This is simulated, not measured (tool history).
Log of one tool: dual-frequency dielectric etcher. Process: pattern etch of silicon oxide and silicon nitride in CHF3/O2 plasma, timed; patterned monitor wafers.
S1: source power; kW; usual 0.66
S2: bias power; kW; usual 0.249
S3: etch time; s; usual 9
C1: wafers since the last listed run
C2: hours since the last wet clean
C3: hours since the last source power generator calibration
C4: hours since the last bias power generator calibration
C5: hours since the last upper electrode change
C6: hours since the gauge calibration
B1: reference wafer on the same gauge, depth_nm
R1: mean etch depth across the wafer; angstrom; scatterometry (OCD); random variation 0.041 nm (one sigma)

run     day    S1     S2    S3   C1     C2      C3      C4      C5     C6     B1     R1
  1       0  0.66  0.249     9    0   64.6  3332.2    3039  2226.2   40.7  13.29  150.5
  2   0.912  0.66  0.249     9  302   86.5  3354.1  3060.9  2248.1   62.6  13.29  150.5
  3   2.342  0.66  0.249     9  473  120.8  3388.4  3095.2  2282.4   96.9  13.31  151.1
  4   3.742  0.66  0.249     9  463  154.4    3422  3128.8    2316  130.5  13.29  151.6
  5   4.971  0.66  0.249     9  407  183.9  3451.5  3158.3  2345.5    160  13.27  152.7
  6   5.512  0.66    0.2  10.5  179  196.9  3464.5  3171.3  2358.5    173  13.31  157.2
  7   6.388  0.66    0.2  10.5  289  217.9  3485.5  3192.3  2379.5    194  13.29  157.6
  8   7.883  0.66    0.2  10.5  495  253.8  3521.4  3228.2  2415.4  229.9  13.29  157.3
  9   8.446  0.66  0.249     9  186  267.3  3534.9  3241.7  2428.9  243.4  13.31  153.7
       9.65  -- source power generator calibrated
 10   9.871  0.51  0.249     9  416  301.5     5.3  3275.9  2463.1  277.6  13.27  140.4
     10.908  -- bias power generator calibrated
 11  11.158  0.76  0.303    10  371  332.4    36.2       6    2494  308.5  13.31  200.4
     12.458  -- upper electrode replaced
     12.529  -- wet clean of the chamber
 12   12.55   0.6  0.249    10  105    0.5    69.6    39.4     2.2  341.9  13.29  159.2
      13.35  -- gauge calibrated
 13      14  0.66  0.249     9  480   35.3   104.4    74.2      37   15.6  13.29  148.5
 14  14.796  0.75  0.191     9  263   54.4   123.5    93.3    56.1   34.7   13.3    135
 15  15.975  0.66  0.249     9  390   82.7   151.8   121.6    84.4     63  13.31  149.8
 16  16.838  0.66  0.249   6.5  285  103.4   172.5   142.3   105.1   83.7  13.29  108.4
 17  17.354  0.66  0.196     9  171  115.8   184.9   154.7   117.5   96.1  13.32  130.6
 18  18.246  0.66  0.249     9  295  137.2   206.3   176.1   138.9  117.5  13.31    150
 19  19.075  0.71   0.29     9  274  157.1   226.2     196   158.8  137.4  13.29    168

Forecast each of these 4 alternatives for the next run:
  A  19.092  0.66   0.19   9   5  157.5  226.6  196.4  159.2  137.8   ?   ?
  B  19.092  0.66   0.19   8   5  157.5  226.6  196.4  159.2  137.8   ?   ?
  C  19.092  0.66  0.217   9   5  157.5  226.6  196.4  159.2  137.8   ?   ?
  D  19.092  0.74  0.249  11   5  157.5  226.6  196.4  159.2  137.8   ?   ?

run    B1     R1
  A  13.3  128.6
  B  13.3  114.3
  C  13.3  139.2
  D  13.3  191.8
Without the tool's hidden state the same runs would have given:
run     R1
  A  127.5
  B  113.4
  C  138.1
  D  190.3

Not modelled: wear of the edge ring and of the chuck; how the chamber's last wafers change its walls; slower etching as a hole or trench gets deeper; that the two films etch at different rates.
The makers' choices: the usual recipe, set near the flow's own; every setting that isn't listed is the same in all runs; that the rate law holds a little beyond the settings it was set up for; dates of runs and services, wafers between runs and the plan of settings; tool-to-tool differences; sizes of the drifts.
